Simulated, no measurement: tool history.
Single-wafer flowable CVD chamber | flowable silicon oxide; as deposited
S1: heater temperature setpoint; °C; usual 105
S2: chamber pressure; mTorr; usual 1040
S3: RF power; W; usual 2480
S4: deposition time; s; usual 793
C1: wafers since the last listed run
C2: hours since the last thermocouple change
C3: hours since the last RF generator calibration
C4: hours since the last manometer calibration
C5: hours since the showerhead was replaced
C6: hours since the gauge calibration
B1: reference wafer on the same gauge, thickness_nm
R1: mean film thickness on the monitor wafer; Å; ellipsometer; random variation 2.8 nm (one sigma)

| run | hour | S1 | S2 | S3 | S4 | C1 | C2 | C3 | C4 | C5 | C6 | B1 | R1 |
|---|---|---|---|---|---|---|---|---|---|---|---|---|---|
| 1 | 0 | 111 | 1040 | 2480 | 793 | 0 | 1447.1 | 605.7 | 2303.4 | 3148.3 | 152.3 | 484.317 | 5238.4 |
| 2 | 14.6 | 111 | 1040 | 2480 | 793 | 29 | 1461.7 | 620.3 | 2318 | 3162.9 | 166.9 | 484.287 | 5245.5 |
| 3 | 31.5 | 105 | 860 | 2480 | 843 | 33 | 1478.6 | 637.2 | 2334.9 | 3179.8 | 183.8 | 483.591 | 5812.21 |
| 4 | 43.2 | 105 | 860 | 2480 | 843 | 23 | 1490.3 | 648.9 | 2346.6 | 3191.5 | 195.5 | 483.939 | 5816.93 |
| 5 | 52.1 | 105 | 860 | 2480 | 843 | 17 | 1499.2 | 657.8 | 2355.5 | 3200.4 | 204.4 | 483.959 | 5796.2 |
| 6 | 64 | 105 | 1040 | 2480 | 793 | 23 | 1511.1 | 669.7 | 2367.4 | 3212.3 | 216.3 | 483.96 | 6701.01 |
| 7 | 71.8 | 105 | 1040 | 2480 | 700 | 15 | 1518.9 | 677.5 | 2375.2 | 3220.1 | 224.1 | 484.237 | 5909.88 |
| 8 | 100.3 | 105 | 1040 | 2480 | 700 | 57 | 1547.4 | 706 | 2403.7 | 3248.6 | 252.6 | 484.399 | 5945.4 |
| 9 | 111.3 | 105 | 1040 | 2480 | 793 | 22 | 1558.4 | 717 | 2414.7 | 3259.6 | 263.6 | 483.724 | 6714.51 |
|  | 116.7 | gauge calibrated |
|  | 119.7 | thermocouple changed; heater temperature recalibrated |
|  | 128.7 | showerhead replaced |
| 10 | 129.2 | 105 | 1040 | 2480 | 793 | 3 | 9.5 | 734.9 | 2432.6 | 0.5 | 12.5 | 484.264 | 5264.5 |
| 11 | 141.7 | 105 | 1040 | 2115 | 939 | 25 | 22 | 747.4 | 2445.1 | 13 | 25 | 484.429 | 6028.1 |
|  | 158.6 | capacitance manometer re-zeroed and calibrated |
|  | 163.2 | RF generator calibrated |
| 12 | 163.7 | 116 | 940 | 2480 | 793 | 18 | 44 | 0.5 | 5.1 | 35 | 47 | 483.964 | 3203.37 |
| 13 | 168.7 | 117 | 1270 | 2940 | 894 | 10 | 49 | 5.5 | 10.1 | 40 | 52 | 483.793 | 4838.83 |
| 14 | 213.3 | 90 | 1110 | 2885 | 793 | 89 | 93.6 | 50.1 | 54.7 | 84.6 | 96.6 | 483.857 | 10331.04 |
| 15 | 224.7 | 115 | 1120 | 2480 | 693 | 22 | 105 | 61.5 | 66.1 | 96 | 108 | 483.806 | 3495.36 |
| 16 | 241.8 | 111 | 820 | 2185 | 925 | 34 | 122.1 | 78.6 | 83.2 | 113.1 | 125.1 | 484.204 | 3782.8 |
| 17 | 256.6 | 105 | 1040 | 2480 | 793 | 29 | 136.9 | 93.4 | 98 | 127.9 | 139.9 | 483.388 | 5374.18 |
| 18 | 265.8 | 96 | 920 | 2935 | 696 | 18 | 146.1 | 102.6 | 107.2 | 137.1 | 149.1 | 484.09 | 6000.85 |
| 19 | 282.3 | 95 | 1040 | 2480 | 696 | 33 | 162.6 | 119.1 | 123.7 | 153.6 | 165.6 | 484.058 | 6953.86 |

4 ways to go on from here, each from the tool as it stands after run 19. What would each give?
| A | 282.9 | 105 | 1040 | 2265 | 793 | 1 | 163.2 | 119.7 | 124.3 | 154.2 | 166.2 | ? | ? |
| B | 282.9 | 114 | 1220 | 2690 | 697 | 1 | 163.2 | 119.7 | 124.3 | 154.2 | 166.2 | ? | ? |
| C | 282.9 | 105 | 1040 | 2195 | 656 | 1 | 163.2 | 119.7 | 124.3 | 154.2 | 166.2 | ? | ? |
| D | 282.9 | 105 | 1040 | 2760 | 927 | 1 | 163.2 | 119.7 | 124.3 | 154.2 | 166.2 | ? | ? |

| run | B1 | R1 |
|---|---|---|
| A | 484.145 | 5267.41 |
| B | 484.145 | 4035.95 |
| C | 484.145 | 4315.62 |
| D | 484.145 | 6403.76 |
Without the tool's hidden state the same runs would have given:
| run | R1 |
|---|---|
| A | 5378.39 |
| B | 4114.47 |
| C | 4406.54 |
| D | 6538.68 |
